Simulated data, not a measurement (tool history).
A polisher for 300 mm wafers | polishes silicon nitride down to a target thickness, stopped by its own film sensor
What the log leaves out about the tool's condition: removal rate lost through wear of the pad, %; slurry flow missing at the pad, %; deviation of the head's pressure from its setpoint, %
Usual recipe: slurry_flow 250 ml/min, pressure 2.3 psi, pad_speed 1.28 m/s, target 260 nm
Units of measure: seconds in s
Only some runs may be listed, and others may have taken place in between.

run	hour	slurry_flow	pressure	pad_speed	target	wafers since the last listed run	wafers polished on this pad	hours since the slurry nozzle was cleaned	hours since the head pressure was calibrated	incoming thickness of the incoming film, nm	seconds
1	0	250	2.7	1.18	260	0	3130	581	461.1	370.2	92.9
# hour 41.5: slurry nozzle cleaned
2	85.5	250	2.3	1.28	260	878	4009	44	546.6	375.9	102.5
3	129.9	250	2.3	1.28	260	461	4470	88.4	591	371.3	99.7
# hour 162.1: head pressure recalibrated
4	227.9	250	2.3	1.28	260	998	5469	186.4	65.8	367.5	98.2
5	287.4	250	2.3	1.28	260	618	6088	245.9	125.3	373.4	102.4
6	329.6	250	2.8	1.28	260	438	6526	288.1	167.5	369.1	83.3
# hour 381.9: worn pad replaced by a new one
7	407.9	250	2.8	1.28	260	772	270	366.4	245.8	374.2	85
8	513.5	250	2.8	1.28	260	1098	1368	472	351.4	364.1	79.6
9	572.7	250	2.3	1.28	260	615	1984	531.2	410.6	362.7	95.8
10	659.2	250	2.3	1.28	260	899	2883	617.7	497.1	374.6	107.5
# hour 687.8: slurry nozzle cleaned
11	707.9	250	2.3	1.28	260	496	3379	20.1	545.8	370.8	99.9
# hour 747.1: head pressure recalibrated
12	747.6	250	2.3	1.28	260	392	3771	59.8	0.5	365.8	92.9
13	847.6	250	1.8	1.28	260	1039	4811	159.8	100.5	374.7	134.3
14	912.5	250	1.8	1.28	260	674	5486	224.7	165.4	373	133.2
15	1012.2	250	2.3	1.28	260	1036	6523	324.4	265.1	374.8	106.5
16	1061.3	250	1.9	1	292	510	7034	373.5	314.2	372.5	108
# hour 1068.5: worn pad replaced by a new one
17	1103.1	160	1.7	1	275	393	359	415.3	356	370.2	153
18	1143.7	335	3	1.44	260	422	781	455.9	396.6	369.9	67.5
19	1180.2	300	2.3	1.42	260	379	1161	492.4	433.1	369.6	90.1
20	1241.1	250	2.3	0.9	276	633	1794	553.3	494	372.3	116.9
21	1283.7	250	2.3	1.28	232	443	2237	595.9	536.6	369.6	127.7
22	1326.7	250	1.8	1.48	272	447	2684	638.9	579.6	366.9	99.4
# hour 1343.8: head pressure recalibrated
23	1381.3	305	2.3	1.28	272	547	3231	693.5	37.5	371.2	89.9
# hour 1459.8: slurry nozzle cleaned
24	1482.8	250	2.3	1.16	291	1045	4276	23	139	368.4	72.6
25	1536.6	325	2.3	1.72	260	559	4836	76.8	192.8	367.6	76
26	1616.9	335	1.6	0.9	224	835	5671	157.1	273.1	373.8	243.6
27	1723.3	325	2.3	1.28	270	1106	6778	263.5	379.5	371.6	90.9
# hour 1734.1: worn pad replaced by a new one
28	1763.3	250	1.7	1.56	260	374	303	303.5	419.5	364.4	108.5
29	1860.8	175	2.3	1.72	260	1013	1317	401	517	364.4	81.3
30	1922.1	290	2.3	1.28	260	637	1955	462.3	578.3	364.8	96.7
# hour 2065.8: head pressure recalibrated
# hour 2129.6: slurry nozzle cleaned
31	2172.9	250	2.1	1.28	260	2577	4532	43.3	107.1	372.6	107.7
32	2215.7	185	3	1.52	290	445	4977	86.1	149.9	365.2	47.4
33	2268.2	250	1.7	1.28	292	545	5523	138.6	202.4	371.8	96.4
34	2354.5	250	2.3	1.12	260	897	6420	224.9	288.7	367.2	108.3
35	2455.6	250	2.3	1.28	260	1051	7472	326	389.8	367.1	97.9
# hour 2463.9: worn pad replaced by a new one
36	2508.8	250	2.3	1.54	236	511	467	379.2	443	362.8	103.4
37	2601.1	250	2.3	1.28	260	959	1427	471.5	535.3	369.2	100.2

Below are 3 alternative next runs, each starting from the tool's condition after run 37. Predict each:
A	2601.5	250	2.3	1.28	260	4	1431	471.9	535.7	368	?
B	2601.5	310	2.3	1.28	231	4	1431	471.9	535.7	368	?
C	2601.5	250	2.6	1.28	260	4	1431	471.9	535.7	368	?

run	seconds
A	100.2
B	123.7
C	88.7
Had the tool no hidden state, the same runs would have come out as:
run	seconds
A	94.6
B	117.8
C	83.7

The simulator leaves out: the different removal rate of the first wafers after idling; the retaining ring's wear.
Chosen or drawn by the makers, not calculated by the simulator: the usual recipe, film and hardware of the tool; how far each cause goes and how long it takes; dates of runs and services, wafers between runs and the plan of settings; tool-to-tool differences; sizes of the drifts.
